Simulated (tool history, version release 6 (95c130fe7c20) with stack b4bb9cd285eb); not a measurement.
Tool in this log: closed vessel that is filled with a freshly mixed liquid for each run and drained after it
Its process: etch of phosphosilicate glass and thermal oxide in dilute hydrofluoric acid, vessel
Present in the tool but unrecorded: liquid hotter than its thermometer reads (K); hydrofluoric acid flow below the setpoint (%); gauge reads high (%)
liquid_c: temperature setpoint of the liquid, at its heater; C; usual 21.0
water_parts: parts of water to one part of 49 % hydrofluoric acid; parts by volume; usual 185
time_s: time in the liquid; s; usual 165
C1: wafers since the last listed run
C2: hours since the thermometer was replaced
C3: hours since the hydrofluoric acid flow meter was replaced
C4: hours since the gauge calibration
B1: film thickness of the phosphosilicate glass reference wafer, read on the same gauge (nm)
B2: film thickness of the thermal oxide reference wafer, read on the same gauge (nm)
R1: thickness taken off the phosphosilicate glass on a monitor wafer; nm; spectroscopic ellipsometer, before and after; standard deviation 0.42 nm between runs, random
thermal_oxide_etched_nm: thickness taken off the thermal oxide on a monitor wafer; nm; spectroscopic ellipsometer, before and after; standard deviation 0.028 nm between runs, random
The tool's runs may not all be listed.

run 1 hour=0.0 | liquid_c=21.0 water_parts=185 time_s=165 | C1=0 C2=2038.5 C3=893.8 C4=224.0 | B1=110.00 B2=129.975 | R1=44.04 thermal_oxide_etched_nm=2.841
run 2 hour=13.8 | liquid_c=21.0 water_parts=185 time_s=165 | C1=1530 C2=2052.3 C3=907.6 C4=237.8 | B1=110.00 B2=129.998 | R1=45.11 thermal_oxide_etched_nm=2.789
run 3 hour=25.4 | liquid_c=22.5 water_parts=210 time_s=165 | C1=1286 C2=2063.9 C3=919.2 C4=249.4 | B1=109.99 B2=129.979 | R1=40.32 thermal_oxide_etched_nm=2.554
run 4 hour=35.3 | liquid_c=21.0 water_parts=165 time_s=165 | C1=1097 C2=2073.8 C3=929.1 C4=259.3 | B1=110.00 B2=130.023 | R1=49.97 thermal_oxide_etched_nm=3.203
run 5 hour=43.8 | liquid_c=21.0 water_parts=165 time_s=165 | C1=942 C2=2082.3 C3=937.6 C4=267.8 | B1=109.99 B2=130.002 | R1=50.05 thermal_oxide_etched_nm=3.243
run 6 hour=54.8 | liquid_c=21.0 water_parts=165 time_s=165 | C1=1219 C2=2093.3 C3=948.6 C4=278.8 | B1=110.00 B2=129.967 | R1=50.11 thermal_oxide_etched_nm=3.204
run 7 hour=61.5 | liquid_c=21.0 water_parts=185 time_s=165 | C1=742 C2=2100.0 C3=955.3 C4=285.5 | B1=110.00 B2=130.003 | R1=43.17 thermal_oxide_etched_nm=2.814
run 8 hour=71.5 | liquid_c=21.0 water_parts=185 time_s=165 | C1=1108 C2=2110.0 C3=965.3 C4=295.5 | B1=110.00 B2=129.994 | R1=43.92 thermal_oxide_etched_nm=2.815
run 9 hour=78.0 | liquid_c=21.0 water_parts=185 time_s=165 | C1=720 C2=2116.5 C3=971.8 C4=302.0 | B1=110.00 B2=129.972 | R1=43.52 thermal_oxide_etched_nm=2.780
run 10 hour=95.5 | liquid_c=21.0 water_parts=185 time_s=165 | C1=1940 C2=2134.0 C3=989.3 C4=319.5 | B1=109.99 B2=130.030 | R1=43.66 thermal_oxide_etched_nm=2.793
-- hour=102.4 hydrofluoric acid flow meter replaced
run 11 hour=109.5 | liquid_c=21.0 water_parts=250 time_s=260 | C1=1441 C2=2148.0 C3=7.1 C4=333.5 | B1=109.99 B2=129.996 | R1=55.97 thermal_oxide_etched_nm=3.586
run 12 hour=116.1 | liquid_c=17.0 water_parts=220 time_s=195 | C1=731 C2=2154.6 C3=13.7 C4=340.1 | B1=110.01 B2=129.981 | R1=43.04 thermal_oxide_etched_nm=2.701
run 13 hour=133.5 | liquid_c=17.0 water_parts=185 time_s=85 | C1=1929 C2=2172.0 C3=31.1 C4=357.5 | B1=109.99 B2=130.004 | R1=22.22 thermal_oxide_etched_nm=1.431
run 14 hour=141.6 | liquid_c=17.0 water_parts=185 time_s=165 | C1=898 C2=2180.1 C3=39.2 C4=365.6 | B1=110.00 B2=129.973 | R1=43.87 thermal_oxide_etched_nm=2.772
run 15 hour=154.4 | liquid_c=21.0 water_parts=220 time_s=165 | C1=1419 C2=2192.9 C3=52.0 C4=378.4 | B1=110.01 B2=129.991 | R1=40.86 thermal_oxide_etched_nm=2.656
run 16 hour=164.4 | liquid_c=21.0 water_parts=185 time_s=165 | C1=1108 C2=2202.9 C3=62.0 C4=388.4 | B1=110.00 B2=129.997 | R1=50.93 thermal_oxide_etched_nm=3.254
run 17 hour=174.9 | liquid_c=17.5 water_parts=185 time_s=165 | C1=1164 C2=2213.4 C3=72.5 C4=398.9 | B1=110.02 B2=130.004 | R1=44.29 thermal_oxide_etched_nm=2.838
run 18 hour=188.1 | liquid_c=21.0 water_parts=120 time_s=210 | C1=1463 C2=2226.6 C3=85.7 C4=412.1 | B1=110.00 B2=129.991 | R1=106.87 thermal_oxide_etched_nm=6.861
-- hour=194.2 thermometer replaced
run 19 hour=198.1 | liquid_c=21.0 water_parts=210 time_s=260 | C1=997 C2=3.9 C3=95.7 C4=422.1 | B1=109.99 B2=130.008 | R1=68.08 thermal_oxide_etched_nm=4.369
-- hour=205.4 gauge calibrated
run 20 hour=212.4 | liquid_c=17.0 water_parts=185 time_s=75 | C1=1585 C2=18.2 C3=110.0 C4=7.0 | B1=109.99 B2=129.988 | R1=19.66 thermal_oxide_etched_nm=1.262
run 21 hour=226.3 | liquid_c=24.0 water_parts=210 time_s=165 | C1=1541 C2=32.1 C3=123.9 C4=20.9 | B1=110.01 B2=130.025 | R1=48.63 thermal_oxide_etched_nm=3.086
run 22 hour=242.9 | liquid_c=22.5 water_parts=210 time_s=165 | C1=1840 C2=48.7 C3=140.5 C4=37.5 | B1=110.01 B2=130.013 | R1=45.83 thermal_oxide_etched_nm=2.911
run 23 hour=260.9 | liquid_c=21.0 water_parts=185 time_s=165 | C1=1995 C2=66.7 C3=158.5 C4=55.5 | B1=110.00 B2=129.985 | R1=50.23 thermal_oxide_etched_nm=3.240
run 24 hour=272.4 | liquid_c=25.0 water_parts=265 time_s=205 | C1=1275 C2=78.2 C3=170.0 C4=67.0 | B1=110.00 B2=130.004 | R1=46.16 thermal_oxide_etched_nm=2.942
run 25 hour=287.6 | liquid_c=23.0 water_parts=185 time_s=165 | C1=1685 C2=93.4 C3=185.2 C4=82.2 | B1=110.00 B2=130.007 | R1=53.58 thermal_oxide_etched_nm=3.473

Measured result minus the same run's result without the hidden state. Both carry the same run-to-run variation, though not necessarily the same gauge scatter:
run=1 R1=-8.49 thermal_oxide_etched_nm=-0.548
run=2 R1=-8.83 thermal_oxide_etched_nm=-0.547
run=3 R1=-8.21 thermal_oxide_etched_nm=-0.520
run=4 R1=-9.88 thermal_oxide_etched_nm=-0.633
run=5 R1=-9.99 thermal_oxide_etched_nm=-0.648
run=6 R1=-10.13 thermal_oxide_etched_nm=-0.647
run=7 R1=-8.92 thermal_oxide_etched_nm=-0.582
run=8 R1=-9.18 thermal_oxide_etched_nm=-0.588
run=9 R1=-9.16 thermal_oxide_etched_nm=-0.586
run=10 R1=-9.37 thermal_oxide_etched_nm=-0.600
run=11 R1=-1.57 thermal_oxide_etched_nm=-0.101
run=12 R1=-1.22 thermal_oxide_etched_nm=-0.076
run=13 R1=-0.69 thermal_oxide_etched_nm=-0.044
run=14 R1=-1.40 thermal_oxide_etched_nm=-0.089
run=15 R1=-1.45 thermal_oxide_etched_nm=-0.094
run=16 R1=-1.85 thermal_oxide_etched_nm=-0.119
run=17 R1=-1.67 thermal_oxide_etched_nm=-0.107
run=18 R1=-4.11 thermal_oxide_etched_nm=-0.264
run=19 R1=-2.92 thermal_oxide_etched_nm=-0.187
run=20 R1=-0.87 thermal_oxide_etched_nm=-0.056
run=21 R1=-2.36 thermal_oxide_etched_nm=-0.150
run=22 R1=-2.34 thermal_oxide_etched_nm=-0.149
run=23 R1=-2.67 thermal_oxide_etched_nm=-0.173
run=24 R1=-2.74 thermal_oxide_etched_nm=-0.175
run=25 R1=-3.13 thermal_oxide_etched_nm=-0.203

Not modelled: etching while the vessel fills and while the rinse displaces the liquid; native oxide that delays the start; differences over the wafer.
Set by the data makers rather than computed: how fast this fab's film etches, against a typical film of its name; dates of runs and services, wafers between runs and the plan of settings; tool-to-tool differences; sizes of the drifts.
